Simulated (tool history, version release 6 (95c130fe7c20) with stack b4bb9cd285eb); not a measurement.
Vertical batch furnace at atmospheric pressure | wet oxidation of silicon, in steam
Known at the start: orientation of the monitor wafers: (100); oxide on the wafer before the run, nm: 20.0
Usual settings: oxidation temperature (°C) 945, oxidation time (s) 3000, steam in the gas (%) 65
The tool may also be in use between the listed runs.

run,hour,oxidation temperature (°C),oxidation time (s),steam in the gas (%),wafers since the last listed run,hours since the last temperature calibration,hours since the steam generator was serviced,hours since the gauge calibration,"read-back reference wafer on the same gauge, thickness",oxide thickness on the monitor wafer (Å)
1,0.0,945,3000,59,0,2859.0,2978.8,323.3,161.03,1662.8
2,19.0,945,3000,59,327,2878.0,2997.8,342.3,161.02,1666.4
3,49.8,945,3000,65,531,2908.8,3028.6,373.1,161.04,1791.9
4,79.2,945,3000,65,507,2938.2,3058.0,402.5,161.03,1790.0
5,92.2,945,3000,65,224,2951.2,3071.0,415.5,160.98,1797.2
6,112.2,934,4050,65,345,2971.2,3091.0,435.5,161.00,2026.0
7,134.7,945,3000,65,388,2993.7,3113.5,458.0,161.03,1788.0
8,150.9,958,3000,68,279,3009.9,3129.7,474.2,160.97,2104.4
# hour 178.8: gauge calibrated
# hour 184.8: steam generator serviced
9,185.3,958,3000,68,179,3044.3,0.5,6.5,161.01,2198.9
10,200.6,945,3000,65,263,3059.6,15.8,21.8,161.00,1871.9
11,235.7,945,3750,65,605,3094.7,50.9,56.9,161.03,2215.1
12,266.0,945,3930,65,522,3125.0,81.2,87.2,161.03,2299.2
13,280.0,933,2220,72,241,3139.0,95.2,101.2,161.02,1430.8
14,294.5,945,3510,59,250,3153.5,109.7,115.7,161.01,1958.1
15,307.4,945,3000,65,222,3166.4,122.6,128.6,161.00,1869.7
16,321.0,928,4290,65,234,3180.0,136.2,142.2,161.02,2089.1
17,339.7,952,2190,72,322,3198.7,154.9,160.9,160.97,1700.3
18,360.9,953,3000,65,365,3219.9,176.1,182.1,161.02,2017.6
19,403.8,945,3000,65,740,3262.8,219.0,225.0,160.98,1860.8
# hour 437.2: thermocouples replaced and temperature profile calibrated
20,437.7,945,2400,65,170,0.5,252.9,258.9,160.99,1498.6
21,443.3,929,3510,76,96,6.1,258.5,264.5,161.02,1936.6
22,469.5,945,3000,65,451,32.3,284.7,290.7,160.97,1777.9
23,501.1,945,3000,65,545,63.9,316.3,322.3,160.99,1780.0
24,560.2,945,1920,60,1019,123.0,375.4,381.4,161.00,1192.5

3 ways to go on from here, each from the tool as it stands after run 24. What would each give?
A,565.3,945,3000,65,87,128.1,380.5,386.5,?,?
B,565.3,945,1830,57,87,128.1,380.5,386.5,?,?
C,565.3,934,4500,57,87,128.1,380.5,386.5,?,?

run,"read-back reference wafer on the same gauge, thickness",oxide thickness on the monitor wafer (Å)
A,161.02,1780.1
B,161.02,1109.6
C,161.02,1975.2
Without the tool's hidden state the same runs would have given:
run,oxide thickness on the monitor wafer (Å)
A,1794.0
B,1117.5
C,1991.3

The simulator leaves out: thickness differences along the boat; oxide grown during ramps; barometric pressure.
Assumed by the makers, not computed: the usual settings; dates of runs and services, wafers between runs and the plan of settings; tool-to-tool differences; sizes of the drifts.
